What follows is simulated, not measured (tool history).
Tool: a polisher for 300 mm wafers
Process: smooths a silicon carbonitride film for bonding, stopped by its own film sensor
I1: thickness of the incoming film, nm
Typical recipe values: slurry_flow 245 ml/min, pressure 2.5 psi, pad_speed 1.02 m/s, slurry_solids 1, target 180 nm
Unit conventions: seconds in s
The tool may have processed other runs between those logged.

run 1 hour=0 | slurry_flow=190 pressure=2.5 pad_speed=1.02 slurry_solids=1 target=180 | I1=199.1 | seconds=71.3
-- hour=50.4 head pressure recalibrated
run 2 hour=117 | slurry_flow=190 pressure=2.5 pad_speed=1.02 slurry_solids=1 target=180 | I1=203.4 | seconds=93
run 3 hour=165 | slurry_flow=245 pressure=2.5 pad_speed=1.02 slurry_solids=1.25 target=180 | I1=202.9 | seconds=86.2
-- hour=176 worn pad replaced by a new one
run 4 hour=215.3 | slurry_flow=245 pressure=2.5 pad_speed=1.02 slurry_solids=1.25 target=180 | I1=202.7 | seconds=82.1
-- hour=219 slurry nozzle cleaned
run 5 hour=270.8 | slurry_flow=245 pressure=2.5 pad_speed=1.02 slurry_solids=1 target=180 | I1=197.2 | seconds=64.9
run 6 hour=316.1 | slurry_flow=245 pressure=2.5 pad_speed=1.02 slurry_solids=1 target=180 | I1=200.1 | seconds=78.4
-- hour=350.4 slurry blender recalibrated
run 7 hour=354 | slurry_flow=245 pressure=2.5 pad_speed=1.02 slurry_solids=1 target=180 | I1=202 | seconds=83.3
run 8 hour=419 | slurry_flow=245 pressure=2.5 pad_speed=1.02 slurry_solids=1 target=180 | I1=202.7 | seconds=83.7
-- hour=436.5 worn pad replaced by a new one
run 9 hour=482.5 | slurry_flow=245 pressure=2.5 pad_speed=1.02 slurry_solids=1 target=180 | I1=203.2 | seconds=86.2
run 10 hour=535.4 | slurry_flow=245 pressure=2.5 pad_speed=1.02 slurry_solids=1 target=180 | I1=200.3 | seconds=73.9
run 11 hour=574 | slurry_flow=245 pressure=3.2 pad_speed=1.18 slurry_solids=1 target=180 | I1=202.1 | seconds=60.5
-- hour=592.6 slurry nozzle cleaned
run 12 hour=630.2 | slurry_flow=245 pressure=2.3 pad_speed=0.76 slurry_solids=1 target=180 | I1=198.9 | seconds=86.9
-- hour=642.9 head pressure recalibrated
-- hour=652.4 worn pad replaced by a new one
run 13 hour=689.3 | slurry_flow=245 pressure=2.5 pad_speed=1.02 slurry_solids=1 target=180 | I1=200.7 | seconds=82.1
run 14 hour=714.6 | slurry_flow=245 pressure=1.9 pad_speed=1.02 slurry_solids=1 target=176 | I1=202.3 | seconds=140.8
-- hour=731.5 slurry blender recalibrated
run 15 hour=739.4 | slurry_flow=245 pressure=2.3 pad_speed=0.76 slurry_solids=1 target=180 | I1=200 | seconds=98.8
run 16 hour=763.9 | slurry_flow=205 pressure=2.5 pad_speed=1.02 slurry_solids=0.9 target=180 | I1=201.2 | seconds=88
run 17 hour=806.1 | slurry_flow=215 pressure=2.5 pad_speed=1.02 slurry_solids=1.2 target=180 | I1=198.7 | seconds=71.2
run 18 hour=866.3 | slurry_flow=245 pressure=2.5 pad_speed=1.02 slurry_solids=1 target=180 | I1=196.9 | seconds=64.1
-- hour=892.8 worn pad replaced by a new one
run 19 hour=906.3 | slurry_flow=245 pressure=2.5 pad_speed=1.18 slurry_solids=1 target=177 | I1=200.5 | seconds=83.4
-- hour=943.7 slurry nozzle cleaned
run 20 hour=1032.9 | slurry_flow=245 pressure=2.5 pad_speed=1.02 slurry_solids=1 target=180 | I1=199.4 | seconds=70.3
-- hour=1131.4 worn pad replaced by a new one
-- hour=1145.3 slurry blender recalibrated
-- hour=1153.7 head pressure recalibrated
run 21 hour=1192 | slurry_flow=245 pressure=2 pad_speed=1.02 slurry_solids=1 target=185 | I1=203.6 | seconds=96.5

4 ways to go on from here, each from the tool as it stands after run 21. What would each give?
run A hour=1192.4 | slurry_flow=245 pressure=2.5 pad_speed=0.84 slurry_solids=1 target=180 | I1=196 | seconds=?
run B hour=1192.4 | slurry_flow=245 pressure=2.5 pad_speed=1.02 slurry_solids=1 target=186 | I1=196 | seconds=?
run C hour=1192.4 | slurry_flow=215 pressure=2.5 pad_speed=1.02 slurry_solids=0.85 target=180 | I1=196 | seconds=?
run D hour=1192.4 | slurry_flow=295 pressure=3.2 pad_speed=1.02 slurry_solids=1 target=178 | I1=196 | seconds=?

run=A seconds=70.6
run=B seconds=40
run=C seconds=68.2
run=D seconds=55.4
What these runs would have given with no unlogged condition in the tool:
run=A seconds=70.4
run=B seconds=39.9
run=C seconds=68
run=D seconds=55.2
